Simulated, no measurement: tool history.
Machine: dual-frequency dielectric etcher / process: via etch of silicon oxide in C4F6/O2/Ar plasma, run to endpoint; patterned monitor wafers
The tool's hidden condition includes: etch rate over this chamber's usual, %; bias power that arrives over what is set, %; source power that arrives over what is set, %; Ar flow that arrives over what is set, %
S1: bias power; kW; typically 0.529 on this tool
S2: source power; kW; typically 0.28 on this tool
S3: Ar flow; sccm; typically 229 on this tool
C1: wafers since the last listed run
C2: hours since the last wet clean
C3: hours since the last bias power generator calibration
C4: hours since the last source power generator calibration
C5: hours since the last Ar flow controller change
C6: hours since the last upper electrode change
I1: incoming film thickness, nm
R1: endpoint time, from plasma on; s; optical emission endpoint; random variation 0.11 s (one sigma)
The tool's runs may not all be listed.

run,hour,S1,S2,S3,C1,C2,C3,C4,C5,C6,I1,R1
1,0,0.529,0.23,229,0,306.9,3009.6,3461.8,2143.9,4241.4,122.5,32.7
2,34.6,0.529,0.23,229,518,341.5,3044.2,3496.4,2178.5,4276,122.4,32.7
3,64,0.529,0.28,229,440,370.9,3073.6,3525.8,2207.9,4305.4,122.6,29.9
4,261.1,0.529,0.28,229,2951,568,3270.7,3722.9,2405,4502.5,123.1,29.6
5,298.7,0.529,0.28,229,563,605.6,3308.3,3760.5,2442.6,4540.1,122.5,29.2
# hour 327.2: wet clean of the chamber
# hour 359: upper electrode replaced, of another model than before
6,359.5,0.529,0.28,229,191,32.3,3369.1,3821.3,2503.4,0.5,123.1,31
7,386,0.434,0.28,229,396,58.8,3395.6,3847.8,2529.9,27,123.8,32.7
8,443.7,0.529,0.28,229,864,116.5,3453.3,3905.5,2587.6,84.7,123.1,30.7
9,487.2,0.529,0.3,229,651,160,3496.8,3949,2631.1,128.2,122.7,30
# hour 496.4: bias power generator calibrated
# hour 550.7: Ar flow controller replaced
10,554.5,0.652,0.21,183,858,227.3,58.1,4016.3,3.8,195.5,122.7,30.6
11,601.7,0.489,0.23,190,706,274.5,105.3,4063.5,51,242.7,122,31.7
12,667.2,0.529,0.28,229,980,340,170.8,4129,116.5,308.2,121.3,29.8
13,701.2,0.529,0.28,178,509,374,204.8,4163,150.5,342.2,123.4,29.4
14,730.6,0.406,0.33,192,440,403.4,234.2,4192.4,179.9,371.6,121.1,29.5
# hour 774: source power generator calibrated
15,785.1,0.529,0.28,229,756,457.9,288.7,11.1,234.4,426.1,123.4,30
16,827.7,0.403,0.28,229,637,500.5,331.3,53.7,277,468.7,122.9,31.8
17,852.7,0.529,0.28,229,374,525.5,356.3,78.7,302,493.7,123,29.8
18,909.6,0.45,0.26,211,852,582.4,413.2,135.6,358.9,550.6,121.4,30.8
19,979.3,0.468,0.28,229,1043,652.1,482.9,205.3,428.6,620.3,122.4,30.2

What if the next run were any one of these 5? Each begins from the tool's condition after run 19:
A,979.7,0.529,0.28,229,5,652.5,483.3,205.7,429,620.7,121.3,?
B,979.7,0.529,0.34,276,5,652.5,483.3,205.7,429,620.7,121.3,?
C,979.7,0.529,0.3,275,5,652.5,483.3,205.7,429,620.7,121.3,?
D,979.7,0.529,0.34,258,5,652.5,483.3,205.7,429,620.7,121.3,?
E,979.7,0.42,0.26,180,5,652.5,483.3,205.7,429,620.7,121.3,?

run,R1
A,29
B,28
C,29
D,27.7
E,30.3
Without the tool's hidden state the same runs would have given:
run,R1
A,30.4
B,29.3
C,30.4
D,29.1
E,31.8

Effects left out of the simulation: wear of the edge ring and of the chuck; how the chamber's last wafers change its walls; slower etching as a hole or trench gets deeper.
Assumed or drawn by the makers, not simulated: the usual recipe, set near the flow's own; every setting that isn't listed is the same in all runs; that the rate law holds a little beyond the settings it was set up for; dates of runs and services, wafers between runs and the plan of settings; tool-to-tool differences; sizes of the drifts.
